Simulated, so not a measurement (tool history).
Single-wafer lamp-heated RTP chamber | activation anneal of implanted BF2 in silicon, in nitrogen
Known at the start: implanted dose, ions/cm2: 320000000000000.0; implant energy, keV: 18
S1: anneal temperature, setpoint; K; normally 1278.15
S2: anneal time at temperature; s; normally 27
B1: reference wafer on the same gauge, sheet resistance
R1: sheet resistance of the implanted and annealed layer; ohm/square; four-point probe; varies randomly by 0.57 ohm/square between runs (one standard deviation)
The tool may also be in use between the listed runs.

| run | hour | S1 | S2 | B1 | R1 |
|---|---|---|---|---|---|
| 1 | 0 | 1278.15 | 27 | 369.72 | 382.75 |
| 2 | 38.8 | 1278.15 | 27 | 370 | 382.15 |
| 3 | 70 | 1278.15 | 27 | 370.09 | 381.8 |
|  | 78.1 | pyrometer window cleaned and pyrometer calibrated |
| 4 | 121.2 | 1260.15 | 27 | 370.22 | 387.31 |
| 5 | 186.2 | 1260.15 | 27 | 370.45 | 386.37 |
| 6 | 233.3 | 1278.15 | 27 | 370.75 | 383.52 |
| 7 | 275.2 | 1278.15 | 27 | 370.81 | 381.33 |
| 8 | 305.3 | 1278.15 | 27 | 370.85 | 382.72 |
| 9 | 373 | 1278.15 | 27 | 370.88 | 383.73 |
| 10 | 417.4 | 1278.15 | 27 | 370.81 | 382.47 |
|  | 442.8 | pyrometer window cleaned and pyrometer calibrated |
| 11 | 464.3 | 1278.15 | 27 | 370.87 | 382.45 |
|  | 477.1 | gauge calibrated |
| 12 | 497.4 | 1305.15 | 15 | 366.54 | 379.39 |
|  | 516.9 | reflector plate cleaned |
| 13 | 560.2 | 1278.15 | 27 | 367.39 | 378.07 |
| 14 | 617.2 | 1256.15 | 22 | 368.07 | 388.33 |
| 15 | 660.2 | 1278.15 | 41 | 368.55 | 376.84 |
| 16 | 726.2 | 1278.15 | 27 | 369 | 381.01 |
| 17 | 777.2 | 1278.15 | 27 | 369.22 | 380.46 |
|  | 809.8 | pyrometer window cleaned and pyrometer calibrated |
| 18 | 833.1 | 1299.15 | 27 | 369.64 | 378.13 |
| 19 | 900.1 | 1287.15 | 13 | 369.93 | 385.5 |
| 20 | 967 | 1278.15 | 27 | 370.26 | 382.41 |

Run 21 comes next. What will it give?
| 21 | 993.5 | 1286.15 | 27 | ? | ? |

Run 21 measured B1 370.28, R1 381.05 ohm/square.
With the hidden condition absent and the run-to-run variation left alone, this run would have shown R1 376.58 ohm/square.

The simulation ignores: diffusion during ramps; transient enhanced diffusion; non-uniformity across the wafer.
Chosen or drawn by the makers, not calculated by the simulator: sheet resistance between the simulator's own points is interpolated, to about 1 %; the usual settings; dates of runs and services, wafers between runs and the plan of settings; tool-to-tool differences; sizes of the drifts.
